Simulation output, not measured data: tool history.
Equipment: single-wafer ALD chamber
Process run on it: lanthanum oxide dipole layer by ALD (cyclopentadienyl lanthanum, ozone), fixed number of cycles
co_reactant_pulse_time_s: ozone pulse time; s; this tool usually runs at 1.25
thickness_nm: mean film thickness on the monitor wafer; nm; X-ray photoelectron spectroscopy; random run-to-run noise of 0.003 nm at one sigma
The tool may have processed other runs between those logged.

run	hour	co_reactant_pulse_time_s	read-back reference wafer on the same gauge, thickness_nm	thickness_nm
1	0	1.52	0.547	0.527
2	51.6	1.52	0.546	0.518
3	123.2	1.25	0.547	0.5
4	185	1.39	0.547	0.512
5	214.8	1.39	0.547	0.51
6	272.7	1.25	0.547	0.503
7	424.9	1.25	0.546	0.497
# hour 451.1: gauge calibrated
8	469.1	1.46	0.547	0.518
9	509.2	1	0.547	0.462
10	545.8	1	0.546	0.466
# hour 586.3: showerhead replaced, of another model than before
11	593.7	1.6	0.548	0.533
12	618.6	1.6	0.548	0.526
13	683.3	1.6	0.546	0.525
14	714.2	0.98	0.547	0.398
15	779.7	1.25	0.547	0.477
16	873.6	1.01	0.546	0.405
# hour 908.8: thermocouple changed; heater temperature recalibrated
17	909.3	1.25	0.547	0.47
18	953.3	1.55	0.547	0.518
# hour 978: ozone generator serviced
19	989.6	1.67	0.547	0.539
20	1026.3	1.25	0.548	0.507
21	1093	0.99	0.547	0.431
22	1138.6	0.87	0.546	0.376
23	1168.2	1.03	0.546	0.442
24	1209.3	0.75	0.548	0.301
25	1257.8	1.25	0.547	0.495
26	1326.2	1	0.546	0.42
27	1369.9	1.25	0.548	0.483
28	1438.7	1.38	0.548	0.501

Run-by-run hidden state of the tool:
wafer temperature above the value expected at the setpoint (K): 0, the same for each run
gauge reads high (%): 0, the same for each run
H1: ozone dose above that of a generator just serviced (%)
run	H1
1	-9.85
2	-10.6
3	-11.4
4	-12.1
5	-12.4
6	-12.9
7	-14
8	-14.3
9	-14.5
10	-14.7
11	-14.9
12	-15.1
13	-15.3
14	-15.4
15	-15.7
16	-15.9
17	-16
18	-16.1
19	-4.91
20	-5.97
21	-7.73
22	-8.8
23	-9.45
24	-10.3
25	-11.2
26	-12.3
27	-13
28	-13.9
